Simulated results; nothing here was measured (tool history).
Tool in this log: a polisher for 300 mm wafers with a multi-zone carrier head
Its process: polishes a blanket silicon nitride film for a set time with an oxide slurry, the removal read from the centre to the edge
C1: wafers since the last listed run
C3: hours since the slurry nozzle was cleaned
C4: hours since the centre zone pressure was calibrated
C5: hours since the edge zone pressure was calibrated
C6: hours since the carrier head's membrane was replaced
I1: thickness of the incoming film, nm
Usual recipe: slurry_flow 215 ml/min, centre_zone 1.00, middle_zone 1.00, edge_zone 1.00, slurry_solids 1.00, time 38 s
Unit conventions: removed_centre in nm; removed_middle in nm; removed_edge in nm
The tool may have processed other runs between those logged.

{"run": 1, "day": 0.0, "slurry_flow": 215, "centre_zone": 0.91, "middle_zone": 1.0, "edge_zone": 1.0, "slurry_solids": 1.0, "time": 33, "C1": 0, "wafers polished on this pad": 1161, "C3": 89.2, "C4": 1183.9, "C5": 233.0, "C6": 757.3, "I1": 464.7, "removed_centre": 23.9, "removed_middle": 26.5, "removed_edge": 26.2}
{"day": 0.525, "done": "centre zone pressure recalibrated"}
{"run": 2, "day": 2.446, "slurry_flow": 215, "centre_zone": 1.08, "middle_zone": 1.0, "edge_zone": 1.04, "slurry_solids": 1.0, "time": 38, "C1": 794, "wafers polished on this pad": 1955, "C3": 147.9, "C4": 46.1, "C5": 291.7, "C6": 816.0, "I1": 466.2, "removed_centre": 31.8, "removed_middle": 30.2, "removed_edge": 30.6}
{"run": 3, "day": 4.804, "slurry_flow": 250, "centre_zone": 1.0, "middle_zone": 1.0, "edge_zone": 1.0, "slurry_solids": 0.75, "time": 38, "C1": 792, "wafers polished on this pad": 2748, "C3": 204.5, "C4": 102.7, "C5": 348.3, "C6": 872.6, "I1": 455.0, "removed_centre": 23.6, "removed_middle": 24.2, "removed_edge": 24.2}
{"run": 4, "day": 6.275, "slurry_flow": 215, "centre_zone": 1.0, "middle_zone": 1.0, "edge_zone": 1.0, "slurry_solids": 0.75, "time": 49, "C1": 494, "wafers polished on this pad": 3243, "C3": 239.8, "C4": 138.0, "C5": 383.6, "C6": 907.9, "I1": 460.3, "removed_centre": 29.7, "removed_middle": 30.4, "removed_edge": 30.1}
{"run": 5, "day": 8.308, "slurry_flow": 215, "centre_zone": 1.0, "middle_zone": 1.0, "edge_zone": 1.0, "slurry_solids": 1.0, "time": 38, "C1": 683, "wafers polished on this pad": 3926, "C3": 288.6, "C4": 186.8, "C5": 432.4, "C6": 956.7, "I1": 462.6, "removed_centre": 28.6, "removed_middle": 28.7, "removed_edge": 29.1}
{"run": 6, "day": 14.646, "slurry_flow": 215, "centre_zone": 1.0, "middle_zone": 1.0, "edge_zone": 1.0, "slurry_solids": 1.0, "time": 38, "C1": 2130, "wafers polished on this pad": 6057, "C3": 440.7, "C4": 338.9, "C5": 584.5, "C6": 1108.8, "I1": 463.3, "removed_centre": 28.1, "removed_middle": 28.1, "removed_edge": 28.4}
{"day": 19.033, "done": "worn pad replaced by a new one"}
{"run": 7, "day": 20.608, "slurry_flow": 165, "centre_zone": 1.0, "middle_zone": 0.93, "edge_zone": 1.0, "slurry_solids": 1.0, "time": 38, "C1": 1948, "wafers polished on this pad": 529, "C3": 583.8, "C4": 482.0, "C5": 727.6, "C6": 1251.9, "I1": 450.8, "removed_centre": 28.3, "removed_middle": 26.1, "removed_edge": 29.3}
{"run": 8, "day": 22.238, "slurry_flow": 215, "centre_zone": 1.0, "middle_zone": 1.0, "edge_zone": 1.0, "slurry_solids": 1.1, "time": 38, "C1": 547, "wafers polished on this pad": 1077, "C3": 622.9, "C4": 521.1, "C5": 766.7, "C6": 1291.0, "I1": 462.4, "removed_centre": 30.6, "removed_middle": 31.0, "removed_edge": 31.6}
{"day": 22.546, "done": "edge zone pressure recalibrated"}
{"run": 9, "day": 24.25, "slurry_flow": 215, "centre_zone": 1.0, "middle_zone": 1.0, "edge_zone": 0.91, "slurry_solids": 1.0, "time": 38, "C1": 648, "wafers polished on this pad": 1725, "C3": 671.2, "C4": 569.4, "C5": 40.9, "C6": 1339.3, "I1": 464.3, "removed_centre": 28.3, "removed_middle": 28.8, "removed_edge": 27.6}
{"run": 10, "day": 25.675, "slurry_flow": 215, "centre_zone": 1.0, "middle_zone": 1.0, "edge_zone": 1.0, "slurry_solids": 1.0, "time": 38, "C1": 479, "wafers polished on this pad": 2204, "C3": 705.4, "C4": 603.6, "C5": 75.1, "C6": 1373.5, "I1": 456.0, "removed_centre": 28.0, "removed_middle": 28.5, "removed_edge": 28.6}
{"day": 25.888, "done": "slurry nozzle cleaned"}
{"day": 26.162, "done": "carrier head's membrane replaced by a new one"}
{"run": 11, "day": 27.933, "slurry_flow": 215, "centre_zone": 0.95, "middle_zone": 1.0, "edge_zone": 1.0, "slurry_solids": 1.2, "time": 38, "C1": 675, "wafers polished on this pad": 2880, "C3": 49.1, "C4": 657.8, "C5": 129.3, "C6": 42.5, "I1": 461.8, "removed_centre": 30.7, "removed_middle": 32.6, "removed_edge": 32.7}
{"run": 12, "day": 29.983, "slurry_flow": 285, "centre_zone": 1.11, "middle_zone": 0.9, "edge_zone": 0.95, "slurry_solids": 1.0, "time": 38, "C1": 689, "wafers polished on this pad": 3569, "C3": 98.3, "C4": 707.0, "C5": 178.5, "C6": 91.7, "I1": 460.2, "removed_centre": 32.8, "removed_middle": 27.2, "removed_edge": 29.2}
{"run": 13, "day": 31.958, "slurry_flow": 145, "centre_zone": 1.0, "middle_zone": 1.0, "edge_zone": 1.04, "slurry_solids": 1.0, "time": 38, "C1": 664, "wafers polished on this pad": 4233, "C3": 145.7, "C4": 754.4, "C5": 225.9, "C6": 139.1, "I1": 458.2, "removed_centre": 27.3, "removed_middle": 27.5, "removed_edge": 28.6}
{"run": 14, "day": 34.388, "slurry_flow": 215, "centre_zone": 1.0, "middle_zone": 0.9, "edge_zone": 1.0, "slurry_solids": 1.0, "time": 38, "C1": 816, "wafers polished on this pad": 5050, "C3": 204.0, "C4": 812.7, "C5": 284.2, "C6": 197.4, "I1": 463.6, "removed_centre": 28.6, "removed_middle": 26.6, "removed_edge": 29.0}
{"run": 15, "day": 36.062, "slurry_flow": 215, "centre_zone": 1.0, "middle_zone": 1.1, "edge_zone": 1.0, "slurry_solids": 1.0, "time": 44, "C1": 563, "wafers polished on this pad": 5613, "C3": 244.2, "C4": 852.9, "C5": 324.4, "C6": 237.6, "I1": 457.4, "removed_centre": 33.5, "removed_middle": 35.7, "removed_edge": 33.9}
{"run": 16, "day": 37.454, "slurry_flow": 265, "centre_zone": 1.0, "middle_zone": 1.0, "edge_zone": 0.97, "slurry_solids": 0.8, "time": 33, "C1": 467, "wafers polished on this pad": 6081, "C3": 277.6, "C4": 886.3, "C5": 357.8, "C6": 271.0, "I1": 467.3, "removed_centre": 21.4, "removed_middle": 21.4, "removed_edge": 21.1}
{"run": 17, "day": 39.812, "slurry_flow": 190, "centre_zone": 1.0, "middle_zone": 1.0, "edge_zone": 1.0, "slurry_solids": 1.0, "time": 26, "C1": 792, "wafers polished on this pad": 6873, "C3": 334.2, "C4": 942.9, "C5": 414.4, "C6": 327.6, "I1": 462.1, "removed_centre": 19.0, "removed_middle": 19.1, "removed_edge": 19.2}
{"run": 18, "day": 42.108, "slurry_flow": 215, "centre_zone": 0.94, "middle_zone": 1.0, "edge_zone": 1.0, "slurry_solids": 1.0, "time": 38, "C1": 771, "wafers polished on this pad": 7645, "C3": 389.3, "C4": 998.0, "C5": 469.5, "C6": 382.7, "I1": 455.8, "removed_centre": 26.3, "removed_middle": 28.4, "removed_edge": 28.5}
{"day": 43.496, "done": "worn pad replaced by a new one"}
{"run": 19, "day": 44.675, "slurry_flow": 215, "centre_zone": 1.0, "middle_zone": 0.89, "edge_zone": 1.0, "slurry_solids": 1.0, "time": 25, "C1": 806, "wafers polished on this pad": 395, "C3": 450.9, "C4": 1059.6, "C5": 531.1, "C6": 444.3, "I1": 453.2, "removed_centre": 19.6, "removed_middle": 18.1, "removed_edge": 19.9}
{"run": 20, "day": 46.633, "slurry_flow": 215, "centre_zone": 1.09, "middle_zone": 1.0, "edge_zone": 0.95, "slurry_solids": 1.0, "time": 38, "C1": 658, "wafers polished on this pad": 1054, "C3": 497.9, "C4": 1106.6, "C5": 578.1, "C6": 491.3, "I1": 462.7, "removed_centre": 32.3, "removed_middle": 29.5, "removed_edge": 29.8}
{"run": 21, "day": 49.292, "slurry_flow": 215, "centre_zone": 1.0, "middle_zone": 1.0, "edge_zone": 1.0, "slurry_solids": 1.0, "time": 38, "C1": 893, "wafers polished on this pad": 1947, "C3": 561.7, "C4": 1170.4, "C5": 641.9, "C6": 555.1, "I1": 459.3, "removed_centre": 28.7, "removed_middle": 28.6, "removed_edge": 29.4}
{"day": 50.108, "done": "centre zone pressure recalibrated"}
{"run": 22, "day": 51.475, "slurry_flow": 180, "centre_zone": 1.0, "middle_zone": 1.0, "edge_zone": 0.91, "slurry_solids": 0.8, "time": 28, "C1": 706, "wafers polished on this pad": 2653, "C3": 614.1, "C4": 32.8, "C5": 694.3, "C6": 607.5, "I1": 457.7, "removed_centre": 17.4, "removed_middle": 17.6, "removed_edge": 17.2}
{"run": 23, "day": 53.067, "slurry_flow": 215, "centre_zone": 1.07, "middle_zone": 1.0, "edge_zone": 1.0, "slurry_solids": 1.0, "time": 38, "C1": 535, "wafers polished on this pad": 3189, "C3": 652.3, "C4": 71.0, "C5": 732.5, "C6": 645.7, "I1": 460.3, "removed_centre": 29.6, "removed_middle": 28.8, "removed_edge": 28.8}

Branching from run 23: 3 alternative next runs. What would each branch give?
{"run": "A", "day": 53.083, "slurry_flow": 280, "centre_zone": 1.0, "middle_zone": 1.0, "edge_zone": 1.0, "slurry_solids": 1.0, "time": 38, "C1": 5, "wafers polished on this pad": 3194, "C3": 652.7, "C4": 71.4, "C5": 732.9, "C6": 646.1, "I1": 461.9, "removed_centre": "?", "removed_middle": "?", "removed_edge": "?"}
{"run": "B", "day": 53.083, "slurry_flow": 215, "centre_zone": 1.06, "middle_zone": 1.0, "edge_zone": 1.1, "slurry_solids": 1.0, "time": 38, "C1": 5, "wafers polished on this pad": 3194, "C3": 652.7, "C4": 71.4, "C5": 732.9, "C6": 646.1, "I1": 461.9, "removed_centre": "?", "removed_middle": "?", "removed_edge": "?"}
{"run": "C", "day": 53.083, "slurry_flow": 215, "centre_zone": 1.0, "middle_zone": 1.12, "edge_zone": 1.0, "slurry_solids": 1.0, "time": 38, "C1": 5, "wafers polished on this pad": 3194, "C3": 652.7, "C4": 71.4, "C5": 732.9, "C6": 646.1, "I1": 461.9, "removed_centre": "?", "removed_middle": "?", "removed_edge": "?"}

run=A removed_centre=29.6 removed_middle=29.7 removed_edge=29.4
run=B removed_centre=30.3 removed_middle=28.8 removed_edge=30.2
run=C removed_centre=28.6 removed_middle=31.7 removed_edge=28.7
Take away the tool's hidden state, keep each run's random variation, and the runs would have read:
run=A removed_centre=32.7 removed_middle=32.7 removed_edge=32.1
run=B removed_centre=33.8 removed_middle=31.9 removed_edge=33.1
run=C removed_centre=31.9 removed_middle=35.2 removed_edge=31.5

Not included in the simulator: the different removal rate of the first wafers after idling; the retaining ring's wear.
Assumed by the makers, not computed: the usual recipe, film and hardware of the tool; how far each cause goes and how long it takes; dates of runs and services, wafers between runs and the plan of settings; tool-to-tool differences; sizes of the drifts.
